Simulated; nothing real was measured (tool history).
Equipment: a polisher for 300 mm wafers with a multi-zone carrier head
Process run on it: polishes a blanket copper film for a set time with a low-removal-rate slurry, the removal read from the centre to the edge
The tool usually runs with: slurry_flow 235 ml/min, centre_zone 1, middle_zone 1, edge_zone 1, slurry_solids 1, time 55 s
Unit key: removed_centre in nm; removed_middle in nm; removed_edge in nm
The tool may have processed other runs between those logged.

run,hour,slurry_flow,centre_zone,middle_zone,edge_zone,slurry_solids,time,wafers since the last listed run,wafers polished on this pad,hours since the slurry nozzle was cleaned,hours since the centre zone pressure was calibrated,hours since the edge zone pressure was calibrated,hours since the carrier head's membrane was replaced,"incoming thickness of the incoming film, nm",removed_centre,removed_middle,removed_edge
1,0,235,1,1,1,1,55,0,594,247.7,394.3,202.8,1134.5,1028.8,242.8,236.8,235
# hour 65.8: centre zone pressure recalibrated
# hour 223.2: edge zone pressure recalibrated
# hour 232.3: slurry nozzle cleaned
2,238.3,235,1,1,1,1,55,2344,2939,6,172.5,15.1,1372.8,1037.6,245.2,236,232.5
# hour 251.9: carrier head's membrane replaced by a new one
# hour 349.3: worn pad replaced by a new one
3,350.7,235,1,1,1,1,55,1039,14,118.4,284.9,127.5,98.8,1047.1,243.8,234,235
4,416.6,235,1,1,1,1,55,662,676,184.3,350.8,193.4,164.7,1040.4,242.5,241.5,232.9
5,498.5,235,1,1,1,1,55,823,1499,266.2,432.7,275.3,246.6,1020,245.3,239.2,233
# hour 510: centre zone pressure recalibrated
6,553.6,235,1,1,1,1,62,533,2033,321.3,43.6,330.4,301.7,1042.3,276.1,274,261.8
# hour 638.3: edge zone pressure recalibrated
7,657.9,235,1,1,1,1,62,1028,3061,425.6,147.9,19.6,406,1060.8,270.6,274.2,265.3
8,716.9,235,1,1,1,1,55,592,3654,484.6,206.9,78.6,465,1049.3,244.3,237.6,230.6
# hour 769.9: slurry nozzle cleaned
9,803.5,235,1,1,1,1,66,860,4514,33.6,293.5,165.2,551.6,1019.6,292.4,288.7,280.3
# hour 841.9: worn pad replaced by a new one
10,893.4,235,1.05,1,1,1,55,863,517,123.5,383.4,255.1,641.5,1036.2,253.4,239.5,231.9
# hour 898.8: centre zone pressure recalibrated
11,992,235,0.89,1,1,0.9,55,970,1488,222.1,93.2,353.7,740.1,1037,213.5,236,232.2
12,1029.5,235,1,1,1,1,55,376,1865,259.6,130.7,391.2,777.6,1058.8,243.6,241.2,235
# hour 1044.4: edge zone pressure recalibrated
13,1113.9,235,0.89,1,1,0.7,55,828,2693,344,215.1,69.5,862,1031.5,202,221.2,219.6
14,1164,235,0.89,1,1,0.9,55,503,3197,394.1,265.2,119.6,912.1,1059.7,211.1,236.2,225.2
15,1215.2,235,1,1,1,1,55,514,3711,445.3,316.4,170.8,963.3,1028.7,245.1,239.2,231.5
# hour 1252: slurry nozzle cleaned
16,1260.5,235,0.89,1,1,0.7,55,445,4157,8.5,361.7,216.1,1008.6,1057.9,201.2,222.6,220.4
# hour 1267.4: worn pad replaced by a new one
17,1339.5,235,0.89,1,1,0.9,55,753,724,87.5,440.7,295.1,1087.6,1058.5,213,229.8,228.2
# hour 1357.1: centre zone pressure recalibrated
18,1408.7,270,1.07,1,1,1,73,675,1399,156.7,51.6,364.3,1156.8,1038.9,350.3,321.3,310
# hour 1495.8: edge zone pressure recalibrated
19,1499.3,235,1,1.09,1,1,48,890,2290,247.3,142.2,3.5,1247.4,1025.7,212.2,221.8,203.6
20,1595.1,170,0.89,1.09,1.1,1,55,962,3253,343.1,238,99.3,1343.2,1044.2,208.9,243.7,237.8
21,1633.5,235,1,1,1,1.3,55,385,3638,381.5,276.4,137.7,1381.6,1054.6,256.4,253.2,245
22,1718.1,235,1,1,1,1,48,850,4489,466.1,361,222.3,1466.2,1041.6,214,208.7,202.8

Take each entry between the runs: how does the hidden state at the last listed run before it differ from the hidden state at the first listed run after it?
Logged between run 1 and run 2: centre zone pressure recalibrated (hour 65.8); edge zone pressure recalibrated (hour 223.2); slurry nozzle cleaned (hour 232.3)
  the hidden state is the same at both runs
Logged between run 2 and run 3: carrier head's membrane replaced by a new one (hour 251.9); worn pad replaced by a new one (hour 349.3)
  the hidden state is the same at both runs
Logged between run 5 and run 6: centre zone pressure recalibrated (hour 510)
  the hidden state is the same at both runs
Logged between run 6 and run 7: edge zone pressure recalibrated (hour 638.3)
  the hidden state is the same at both runs
Logged between run 8 and run 9: slurry nozzle cleaned (hour 769.9)
  the hidden state is the same at both runs
Logged between run 9 and run 10: worn pad replaced by a new one (hour 841.9)
  the hidden state is the same at both runs
Logged between run 10 and run 11: centre zone pressure recalibrated (hour 898.8)
  the hidden state is the same at both runs
Logged between run 12 and run 13: edge zone pressure recalibrated (hour 1044.4)
  the hidden state is the same at both runs
Logged between run 15 and run 16: slurry nozzle cleaned (hour 1252)
  the hidden state is the same at both runs
Logged between run 16 and run 17: worn pad replaced by a new one (hour 1267.4)
  the hidden state is the same at both runs
Logged between run 17 and run 18: centre zone pressure recalibrated (hour 1357.1)
  the hidden state is the same at both runs
Logged between run 18 and run 19: edge zone pressure recalibrated (hour 1495.8)
  the hidden state is the same at both runs
